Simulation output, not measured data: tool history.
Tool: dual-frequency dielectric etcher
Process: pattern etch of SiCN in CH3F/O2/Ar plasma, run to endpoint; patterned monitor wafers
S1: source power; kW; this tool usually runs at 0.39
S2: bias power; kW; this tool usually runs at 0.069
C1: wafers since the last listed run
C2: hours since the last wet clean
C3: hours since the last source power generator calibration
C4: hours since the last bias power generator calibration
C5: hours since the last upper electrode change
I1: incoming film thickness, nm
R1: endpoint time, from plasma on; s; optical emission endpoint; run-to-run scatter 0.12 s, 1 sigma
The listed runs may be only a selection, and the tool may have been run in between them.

Run 1, hour 0: usual settings; C1 0; C2 181; C3 4153.4; C4 1078.7; C5 3633.1; I1 6.86. Result: R1 18.2 s.
Run 2, hour 63.4: usual settings; C1 958; C2 244.4; C3 4216.8; C4 1142.1; C5 3696.5; I1 6.76. Result: R1 18.1 s.
Run 3, hour 131.9: usual settings; C1 1035; C2 312.9; C3 4285.3; C4 1210.6; C5 3765; I1 6.76. Result: R1 17.9 s.
At hour 246.1: wet clean of the chamber.
Run 4, hour 246.6: usual settings; C1 1370; C2 0.5; C3 4400; C4 1325.3; C5 3879.7; I1 6.78. Result: R1 18.4 s.
Run 5, hour 277.2: usual settings; C1 462; C2 31.1; C3 4430.6; C4 1355.9; C5 3910.3; I1 6.83. Result: R1 18.7 s.
Run 6, hour 317.8: usual settings; C1 613; C2 71.7; C3 4471.2; C4 1396.5; C5 3950.9; I1 6.84. Result: R1 18.6 s.
Run 7, hour 421.7: usual settings but S1 0.46 kW; C1 1570; C2 175.6; C3 4575.1; C4 1500.4; C5 4054.8; I1 6.83. Result: R1 17.3 s.
Run 8, hour 524.9: usual settings; C1 1559; C2 278.8; C3 4678.3; C4 1603.6; C5 4158; I1 6.82. Result: R1 18 s.
At hour 581.3: source power generator calibrated.
At hour 587: upper electrode replaced.
At hour 600.7: wet clean of the chamber.
Run 9, hour 601.2: usual settings; C1 800; C2 0.5; C3 19.9; C4 1679.9; C5 14.2; I1 6.84. Result: R1 18.4 s.
Run 10, hour 677.9: usual settings; C1 1159; C2 77.2; C3 96.6; C4 1756.6; C5 90.9; I1 6.85. Result: R1 18.3 s.
Run 11, hour 782: usual settings but S2 0.062 kW; C1 1573; C2 181.3; C3 200.7; C4 1860.7; C5 195; I1 6.77. Result: R1 18.9 s.
At hour 808.5: bias power generator calibrated.
Run 12, hour 825.7: usual settings but S2 0.083 kW; C1 600; C2 225; C3 244.4; C4 17.2; C5 238.7; I1 6.85. Result: R1 16.8 s.
Run 13, hour 888.2: usual settings but S1 0.31 kW; C1 944; C2 287.5; C3 306.9; C4 79.7; C5 301.2; I1 6.84. Result: R1 20 s.
Run 14, hour 969.5: usual settings but S1 0.42 kW, S2 0.083 kW; C1 1228; C2 368.8; C3 388.2; C4 161; C5 382.5; I1 6.76. Result: R1 15.9 s.
At hour 1014.3: wet clean of the chamber.
Run 15, hour 1021.3: usual settings but S1 0.31 kW, S2 0.064 kW; C1 420; C2 7; C3 440; C4 212.8; C5 434.3; I1 6.83. Result: R1 21.2 s.
Run 16, hour 1114.5: usual settings but S1 0.44 kW; C1 1408; C2 100.2; C3 533.2; C4 306; C5 527.5; I1 6.74. Result: R1 17.3 s.
Run 17, hour 1208.2: usual settings; C1 1416; C2 193.9; C3 626.9; C4 399.7; C5 621.2; I1 6.78. Result: R1 18 s.
Run 18, hour 1252.4: usual settings but S1 0.31 kW; C1 668; C2 238.1; C3 671.1; C4 443.9; C5 665.4; I1 6.79. Result: R1 20 s.
Run 19, hour 1312.8: usual settings but S1 0.36 kW; C1 912; C2 298.5; C3 731.5; C4 504.3; C5 725.8; I1 6.78. Result: R1 18.5 s.

Table of differences, measured result less the result of that run with no hidden state. Run-to-run variation is the same in both. Gauge scatter possibly is not:
Unlogged tool condition in this case: etch rate over this chamber's usual, %; source power that arrives over what is set, %; bias power that arrives over what is set, %.
run    R1
  1  -0.3
  2  -0.4
  3  -0.5
  4    +0
  5    +0
  6    +0
  7  -0.2
  8  -0.4
  9    +0
 10  -0.1
 11  -0.2
 12  -0.3
 13  -0.4
 14  -0.4
 15  -0.1
 16  -0.1
 17  -0.3
 18  -0.3
 19  -0.4

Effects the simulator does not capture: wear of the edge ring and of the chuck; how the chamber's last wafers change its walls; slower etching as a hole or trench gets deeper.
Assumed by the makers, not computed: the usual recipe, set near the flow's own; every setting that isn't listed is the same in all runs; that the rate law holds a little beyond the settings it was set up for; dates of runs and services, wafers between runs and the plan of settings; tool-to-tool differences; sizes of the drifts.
